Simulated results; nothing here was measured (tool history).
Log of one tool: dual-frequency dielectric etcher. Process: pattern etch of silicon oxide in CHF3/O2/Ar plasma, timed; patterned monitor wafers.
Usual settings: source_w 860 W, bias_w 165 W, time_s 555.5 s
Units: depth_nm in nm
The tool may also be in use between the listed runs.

run	hour	source_w	bias_w	time_s	wafers since the last listed run	hours since the last wet clean	hours since the last source power generator calibration	hours since the last bias power generator calibration	hours since the last upper electrode change	hours since the gauge calibration	read-back reference wafer on the same gauge, depth_nm	depth_nm
1	0.0	860	165	605.5	0	348.2	5269.1	4911.3	2772.6	179.0	1150.5	1239.0
2	32.5	1000	165	475.5	131	380.7	5301.6	4943.8	2805.1	211.5	1150.8	1024.0
3	40.4	1000	165	475.5	31	388.6	5309.5	4951.7	2813.0	219.4	1149.3	1015.8
4	52.1	930	165	555.5	47	400.3	5321.2	4963.4	2824.7	231.1	1151.4	1158.2
5	62.0	930	165	555.5	40	410.2	5331.1	4973.3	2834.6	241.0	1150.2	1151.6
# hour 97.2: wet clean of the chamber
6	97.7	860	165	555.5	47	0.5	5366.8	5009.0	2870.3	276.7	1150.9	1090.6
7	98.2	860	165	555.5	2	1.0	5367.3	5009.5	2870.8	277.2	1151.5	1083.7
8	98.6	860	165	555.5	1	1.4	5367.7	5009.9	2871.2	277.6	1148.4	1094.9
9	110.1	860	165	555.5	46	12.9	5379.2	5021.4	2882.7	289.1	1151.0	1083.3
10	118.6	860	165	555.5	34	21.4	5387.7	5029.9	2891.2	297.6	1150.0	1081.9
11	125.9	860	165	555.5	29	28.7	5395.0	5037.2	2898.5	304.9	1149.2	1080.9
# hour 130.7: source power generator calibrated
12	143.9	860	156	611.5	56	46.7	13.2	5055.2	2916.5	322.9	1150.6	1163.5
13	155.7	750	187	675.0	47	58.5	25.0	5067.0	2928.3	334.7	1149.0	1318.6
14	167.4	780	125	610.5	47	70.2	36.7	5078.7	2940.0	346.4	1150.0	1045.5
# hour 197.3: wet clean of the chamber, repeated, since the last time left the tool worse
# hour 197.4: upper electrode replaced
15	197.8	670	145	718.5	25	0.5	67.1	5109.1	0.4	376.8	1149.6	1305.2
16	198.3	690	165	555.5	2	1.0	67.6	5109.6	0.9	377.3	1149.0	1078.5
17	210.0	660	137	555.5	47	12.7	79.3	5121.3	12.6	389.0	1150.2	998.6
18	216.8	860	165	555.5	27	19.5	86.1	5128.1	19.4	395.8	1150.4	1147.8
# hour 220.9: gauge calibrated
19	233.5	860	165	555.5	67	36.2	102.8	5144.8	36.1	12.6	1151.4	1155.4
20	240.2	640	182	512.5	27	42.9	109.5	5151.5	42.8	19.3	1149.7	999.7

Run 21 comes next. What will it give?
21	247.6	860	147	456.5	29	50.3	116.9	5158.9	50.2	26.7	?	?

read-back reference wafer on the same gauge, depth_nm: 1149.2
depth_nm: 904.9 nm
Without the tool's hidden state the same run would have given depth_nm 911.3 nm.
